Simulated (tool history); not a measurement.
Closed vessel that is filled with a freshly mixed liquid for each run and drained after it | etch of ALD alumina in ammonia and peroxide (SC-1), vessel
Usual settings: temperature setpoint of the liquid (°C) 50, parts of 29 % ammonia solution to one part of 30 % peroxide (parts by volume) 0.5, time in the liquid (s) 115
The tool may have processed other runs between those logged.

run     day  temperature setpoint of the liquid (°C)  parts of 29 % ammonia solution to one part of 30 % peroxide (parts by volume)  time in the liquid (s)  wafers since the last listed run  hours since the thermometer was replaced  hours since the ammonia flow meter was replaced  hours since the drum of ammonia solution was connected  hours since the gauge calibration  read-back film thickness of the ALD alumina reference wafer, read on the same gauge (nm)  thickness taken off the ALD alumina on a monitor wafer (nm)
  1       0                                       54                                                                            0.5                     115                                 0                                      3159                                           1783.9                                                   619.6                               89.1                                                                                    30.012                                                        5.431
  2     0.3                                     43.5                                                                           0.65                     115                               854                                    3166.2                                           1791.1                                                   626.8                               96.3                                                                                    29.981                                                        3.091
  3   0.908                                     43.5                                                                           0.65                     115                              1731                                    3180.8                                           1805.7                                                   641.4                              110.9                                                                                    29.972                                                        3.087
  4   1.242                                     57.5                                                                            0.5                     115                               948                                    3188.8                                           1813.7                                                   649.4                              118.9                                                                                    29.977                                                        6.592
  5    1.85                                     57.5                                                                            0.5                     115                              1731                                    3203.4                                           1828.3                                                     664                              133.5                                                                                    30.005                                                        6.598
      3.671  -- thermometer replaced
  6   3.692                                       50                                                                            0.5                     145                              5124                                       0.5                                           1872.5                                                   708.2                              177.7                                                                                    29.978                                                        6.221
      4.083  -- ammonia flow meter replaced
  7   4.304                                     47.5                                                                           0.35                     115                              1625                                      15.2                                              5.3                                                   722.9                              192.4                                                                                    30.035                                                        4.158
  8   4.658                                     47.5                                                                           0.35                     115                              1008                                      23.7                                             13.8                                                   731.4                              200.9                                                                                    29.976                                                        4.172
  9   4.946                                       58                                                                           0.65                     115                               818                                      30.6                                             20.7                                                   738.3                              207.8                                                                                    29.993                                                         7.82
 10   5.467                                       50                                                                            0.5                      70                              1482                                      43.1                                             33.2                                                   750.8                              220.3                                                                                    30.029                                                        3.016
 11   5.883                                       50                                                                            0.6                     115                              1186                                      53.1                                             43.2                                                   760.8                              230.3                                                                                    30.007                                                        5.046
 12   6.604                                       50                                                                            0.6                     115                              2052                                      70.4                                             60.5                                                   778.1                              247.6                                                                                     30.06                                                        5.072
 13   6.962                                       50                                                                            0.6                     115                              1020                                        79                                             69.1                                                   786.7                              256.2                                                                                    30.016                                                        5.021
 14   7.233                                       50                                                                            0.5                     115                               770                                      85.5                                             75.6                                                   793.2                              262.7                                                                                     30.02                                                        4.936
 15   7.512                                       50                                                                            0.5                     115                               794                                      92.2                                             82.3                                                   799.9                              269.4                                                                                    30.024                                                        4.909
 16   8.012                                       45                                                                            0.5                     115                              1423                                     104.2                                             94.3                                                   811.9                              281.4                                                                                    30.046                                                        3.718
 17    8.55                                       44                                                                            0.4                      75                              1530                                     117.1                                            107.2                                                   824.8                              294.3                                                                                     30.01                                                        2.233
 18   9.117                                       53                                                                            0.4                     155                              1613                                     130.7                                            120.8                                                   838.4                              307.9                                                                                    30.009                                                        7.622
 19   9.475                                       57                                                                            0.3                      80                              1020                                     139.3                                            129.4                                                     847                              316.5                                                                                    29.994                                                        4.758
 20  10.017                                       40                                                                           0.25                      70                              1541                                     152.3                                            142.4                                                     860                              329.5                                                                                    29.986                                                        1.569
 21  10.704                                       50                                                                            0.6                     115                              1957                                     168.8                                            158.9                                                   876.5                                346                                                                                    29.994                                                        4.999
     10.992  -- new drum of ammonia solution connected
 22  11.196                                       50                                                                            0.5                     115                              1281                                     180.6                                            170.7                                                     4.9                              357.8                                                                                     29.98                                                        4.906
     11.762  -- gauge calibrated
 23  11.867                                       44                                                                            0.5                     115                              1909                                     196.7                                            186.8                                                      21                                2.5                                                                                    29.999                                                        3.504
 24  12.358                                       50                                                                            0.5                     135                              1399                                     208.5                                            198.6                                                    32.8                               14.3                                                                                    30.022                                                        5.752
 25   12.65                                     41.5                                                                           0.75                      65                               830                                     215.5                                            205.6                                                    39.8                               21.3                                                                                    29.999                                                        1.779
 26      13                                       57                                                                            0.3                      80                               996                                     223.9                                              214                                                    48.2                               29.7                                                                                    30.064                                                        4.754
 27  13.279                                       50                                                                            0.5                     115                               794                                     230.6                                            220.7                                                    54.9                               36.4                                                                                    29.958                                                        4.887
 28  13.954                                       50                                                                            0.3                      95                              1921                                     246.8                                            236.9                                                    71.1                               52.6                                                                                    30.023                                                        3.858
 29  14.517                                       56                                                                            0.4                      65                              1601                                     260.3                                            250.4                                                    84.6                               66.1                                                                                        30                                                        3.761
 30  15.217                                       50                                                                           0.35                     115                              1992                                     277.1                                            267.2                                                   101.4                               82.9                                                                                    30.001                                                        4.741

Branching from run 30: 3 alternative next runs. What would each branch give?
  A  15.246                                       50                                                                            0.5                     115                                83                                     277.8                                            267.9                                                   102.1                               83.6                                                                                         ?                                                            ?
  B  15.246                                       50                                                                           0.75                     115                                83                                     277.8                                            267.9                                                   102.1                               83.6                                                                                         ?                                                            ?
  C  15.246                                       43                                                                            0.5                     115                                83                                     277.8                                            267.9                                                   102.1                               83.6                                                                                         ?                                                            ?

run  read-back film thickness of the ALD alumina reference wafer, read on the same gauge (nm)  thickness taken off the ALD alumina on a monitor wafer (nm)
  A                                                                                    30.012                                                        4.891
  B                                                                                    30.012                                                        5.083
  C                                                                                    30.012                                                         3.29
What these runs would have given with no unlogged condition in the tool:
run  thickness taken off the ALD alumina on a monitor wafer (nm)
  A                                                        5.092
  B                                                        5.292
  C                                                        3.432
